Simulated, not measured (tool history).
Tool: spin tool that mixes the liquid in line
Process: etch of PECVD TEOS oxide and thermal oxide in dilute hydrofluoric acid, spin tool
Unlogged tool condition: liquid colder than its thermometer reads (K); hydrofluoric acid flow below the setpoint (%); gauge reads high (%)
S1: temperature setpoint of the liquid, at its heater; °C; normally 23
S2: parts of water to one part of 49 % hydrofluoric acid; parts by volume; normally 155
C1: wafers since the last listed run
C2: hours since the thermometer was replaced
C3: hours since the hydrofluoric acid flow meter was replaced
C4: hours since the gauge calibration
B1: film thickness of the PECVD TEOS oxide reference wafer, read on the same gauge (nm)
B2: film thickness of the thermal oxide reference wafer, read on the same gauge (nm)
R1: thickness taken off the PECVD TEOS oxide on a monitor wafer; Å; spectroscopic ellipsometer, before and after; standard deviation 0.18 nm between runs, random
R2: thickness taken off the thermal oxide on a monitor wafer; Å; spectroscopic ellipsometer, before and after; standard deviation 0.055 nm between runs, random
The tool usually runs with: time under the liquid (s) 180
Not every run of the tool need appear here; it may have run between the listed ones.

{"run": 1, "hour": 0.0, "S1": 23, "S2": 155, "time under the liquid (s)": 180, "C1": 0, "C2": 555.4, "C3": 541.7, "C4": 330.4, "B1": 120, "B2": 130.01, "R1": 177.7, "R2": 57.7}
{"run": 2, "hour": 58.2, "S1": 23, "S2": 155, "time under the liquid (s)": 180, "C1": 356, "C2": 613.6, "C3": 599.9, "C4": 388.6, "B1": 119.99, "B2": 129.99, "R1": 176.6, "R2": 57.1}
{"run": 3, "hour": 112.4, "S1": 23, "S2": 155, "time under the liquid (s)": 180, "C1": 331, "C2": 667.8, "C3": 654.1, "C4": 442.8, "B1": 120.01, "B2": 130.01, "R1": 179.3, "R2": 56.3}
{"run": 4, "hour": 163.0, "S1": 23, "S2": 155, "time under the liquid (s)": 180, "C1": 309, "C2": 718.4, "C3": 704.7, "C4": 493.4, "B1": 120, "B2": 130.01, "R1": 173.7, "R2": 57.4}
{"run": 5, "hour": 194.1, "S1": 23, "S2": 155, "time under the liquid (s)": 180, "C1": 190, "C2": 749.5, "C3": 735.8, "C4": 524.5, "B1": 119.98, "B2": 130, "R1": 174.4, "R2": 57.1}
{"run": 6, "hour": 236.9, "S1": 23, "S2": 110, "time under the liquid (s)": 215, "C1": 262, "C2": 792.3, "C3": 778.6, "C4": 567.3, "B1": 120, "B2": 129.99, "R1": 309.9, "R2": 99.8}
{"run": 7, "hour": 265.0, "S1": 23, "S2": 155, "time under the liquid (s)": 95, "C1": 172, "C2": 820.4, "C3": 806.7, "C4": 595.4, "B1": 119.99, "B2": 130.01, "R1": 91.5, "R2": 29.7}
{"run": 8, "hour": 327.9, "S1": 23, "S2": 95, "time under the liquid (s)": 180, "C1": 385, "C2": 883.3, "C3": 869.6, "C4": 658.3, "B1": 120.01, "B2": 130, "R1": 301.3, "R2": 98.3}
{"run": 9, "hour": 371.7, "S1": 23, "S2": 125, "time under the liquid (s)": 150, "C1": 268, "C2": 927.1, "C3": 913.4, "C4": 702.1, "B1": 120.02, "B2": 129.98, "R1": 185, "R2": 60.8}
{"run": 10, "hour": 419.6, "S1": 25, "S2": 105, "time under the liquid (s)": 180, "C1": 293, "C2": 975, "C3": 961.3, "C4": 750, "B1": 120, "B2": 130.01, "R1": 292.6, "R2": 94.3}
{"run": 11, "hour": 469.3, "S1": 23, "S2": 155, "time under the liquid (s)": 180, "C1": 304, "C2": 1024.7, "C3": 1011, "C4": 799.7, "B1": 119.98, "B2": 129.99, "R1": 170.2, "R2": 56}
{"run": 12, "hour": 577.2, "S1": 21, "S2": 155, "time under the liquid (s)": 180, "C1": 660, "C2": 1132.6, "C3": 1118.9, "C4": 907.6, "B1": 119.98, "B2": 130, "R1": 157.6, "R2": 50.3}
{"run": 13, "hour": 649.2, "S1": 23, "S2": 155, "time under the liquid (s)": 180, "C1": 440, "C2": 1204.6, "C3": 1190.9, "C4": 979.6, "B1": 119.98, "B2": 129.96, "R1": 170, "R2": 55.2}
{"run": 14, "hour": 689.8, "S1": 23, "S2": 95, "time under the liquid (s)": 150, "C1": 248, "C2": 1245.2, "C3": 1231.5, "C4": 1020.2, "B1": 120.01, "B2": 130.02, "R1": 244.3, "R2": 79.4}
{"run": 15, "hour": 728.9, "S1": 26.5, "S2": 155, "time under the liquid (s)": 100, "C1": 239, "C2": 1284.3, "C3": 1270.6, "C4": 1059.3, "B1": 120.03, "B2": 130.03, "R1": 107.1, "R2": 35.4}
{"hour": 750.9, "done": "thermometer replaced"}
{"hour": 766.5, "done": "hydrofluoric acid flow meter replaced"}
{"run": 16, "hour": 790.0, "S1": 23, "S2": 220, "time under the liquid (s)": 180, "C1": 361, "C2": 39.1, "C3": 23.5, "C4": 1120.4, "B1": 120.01, "B2": 129.99, "R1": 119.9, "R2": 39}
{"run": 17, "hour": 844.6, "S1": 23, "S2": 155, "time under the liquid (s)": 180, "C1": 334, "C2": 93.7, "C3": 78.1, "C4": 1175, "B1": 120, "B2": 130.02, "R1": 182.2, "R2": 59}
{"run": 18, "hour": 889.0, "S1": 23, "S2": 155, "time under the liquid (s)": 280, "C1": 271, "C2": 138.1, "C3": 122.5, "C4": 1219.4, "B1": 119.98, "B2": 130, "R1": 284.1, "R2": 92.8}
{"run": 19, "hour": 940.7, "S1": 23, "S2": 205, "time under the liquid (s)": 85, "C1": 316, "C2": 189.8, "C3": 174.2, "C4": 1271.1, "B1": 119.99, "B2": 130, "R1": 61.9, "R2": 20.1}
{"hour": 975.1, "done": "gauge calibrated"}
{"run": 20, "hour": 980.2, "S1": 20, "S2": 100, "time under the liquid (s)": 100, "C1": 241, "C2": 229.3, "C3": 213.7, "C4": 5.1, "B1": 120.01, "B2": 129.99, "R1": 144.9, "R2": 47}
{"run": 21, "hour": 1034.4, "S1": 23, "S2": 155, "time under the liquid (s)": 100, "C1": 331, "C2": 283.5, "C3": 267.9, "C4": 59.3, "B1": 119.99, "B2": 129.99, "R1": 101.7, "R2": 32.6}
{"run": 22, "hour": 1060.1, "S1": 23, "S2": 155, "time under the liquid (s)": 180, "C1": 157, "C2": 309.2, "C3": 293.6, "C4": 85, "B1": 120, "B2": 130.04, "R1": 179.7, "R2": 57.5}
{"run": 23, "hour": 1124.7, "S1": 23, "S2": 155, "time under the liquid (s)": 180, "C1": 395, "C2": 373.8, "C3": 358.2, "C4": 149.6, "B1": 120, "B2": 130, "R1": 177.6, "R2": 58.5}
{"run": 24, "hour": 1179.6, "S1": 23, "S2": 155, "time under the liquid (s)": 220, "C1": 336, "C2": 428.7, "C3": 413.1, "C4": 204.5, "B1": 120.01, "B2": 129.99, "R1": 215.5, "R2": 70.8}
{"run": 25, "hour": 1220.8, "S1": 19, "S2": 155, "time under the liquid (s)": 180, "C1": 252, "C2": 469.9, "C3": 454.3, "C4": 245.7, "B1": 120.01, "B2": 129.97, "R1": 151.3, "R2": 50}

Entry by entry between the runs, the difference in hidden state between the last listed run before and the first listed run after:
Runs 15 to 16: thermometer replaced (hour 750.9); hydrofluoric acid flow meter replaced (hour 766.5)
  liquid colder than its thermometer reads (K): 2.48 -> 0.458
  the result without the hidden state subtracted from the measured one, R1: -10.4 -> -2 Å; R2: -3.5 -> -0.7 Å
Runs 19 to 20: gauge calibrated (hour 975.1)
  liquid colder than its thermometer reads (K): 0.734 -> 0.806
  the result without the hidden state subtracted from the measured one, R1: -1.7 -> -4.9 Å; R2: -0.6 -> -1.6 Å
